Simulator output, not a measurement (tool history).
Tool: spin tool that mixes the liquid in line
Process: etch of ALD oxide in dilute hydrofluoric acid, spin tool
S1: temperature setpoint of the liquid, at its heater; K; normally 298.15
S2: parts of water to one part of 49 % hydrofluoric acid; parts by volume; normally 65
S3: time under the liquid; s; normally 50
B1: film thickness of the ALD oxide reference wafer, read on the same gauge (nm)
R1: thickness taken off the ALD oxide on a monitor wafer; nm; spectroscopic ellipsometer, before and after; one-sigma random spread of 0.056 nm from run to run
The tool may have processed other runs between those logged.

run,hour,S1,S2,S3,B1,R1
1,0,301.65,65,50,149.96,12.69
2,68.9,298.15,65,40,150.02,8.81
# hour 209.4: thermometer replaced
3,240.3,298.15,65,40,150.03,9.47
4,280.8,298.15,65,40,149.98,9.47
5,309.1,297.15,55,50,149.98,13.61
# hour 313.1: hydrofluoric acid flow meter replaced
6,375.4,297.15,55,50,149.97,13.33
7,413.9,297.15,55,50,150.04,13.26
# hour 444.4: gauge calibrated
8,471.9,298.15,50,50,149.99,15.47
9,557.9,298.15,65,50,149.98,11.69
10,620.9,298.15,65,50,149.97,11.73
11,692.8,298.15,65,50,150.02,11.75
12,763.5,294.65,45,65,150.02,19.33
13,794.8,298.15,65,50,150.03,11.75
14,836.6,302.65,80,80,150.02,17.81
15,908,298.15,90,35,149.94,5.75
16,955.7,298.15,65,50,150.02,11.87
# hour 966.7: hydrofluoric acid flow meter replaced
17,999.1,294.65,45,65,150,18.8
18,1044.5,297.15,55,50,150.01,13.12
19,1075.5,298.15,65,60,149.97,13.71
20,1099.6,298.15,65,50,150.04,11.36
21,1189.4,294.15,65,80,150,15.49
22,1216.3,300.15,40,60,150,24.74
23,1260.5,296.15,65,50,149.99,10.51
24,1287.4,298.15,45,30,150.02,10.21
25,1423.1,298.15,45,30,150.02,10.19
26,1467.8,295.15,75,50,149.99,8.58
27,1528.7,298.15,65,50,150.02,11.55
# hour 1534.1: hydrofluoric acid flow meter replaced
28,1563.4,300.15,35,20,150.02,9.37
29,1609.1,294.65,65,50,150,9.65
30,1677.9,300.65,85,65,149.99,12.09
31,1720.7,298.15,65,50,150.02,11.27
32,1754.3,302.15,90,60,149.96,11.07

Run 33 comes next. What will it give?
33,1800,298.15,65,50,?,?

Run 33 came out at B1 150.03, R1 11.3 nm.
On a tool with no hidden condition, and with the same random variation, this run would have come out at R1 11.55 nm.
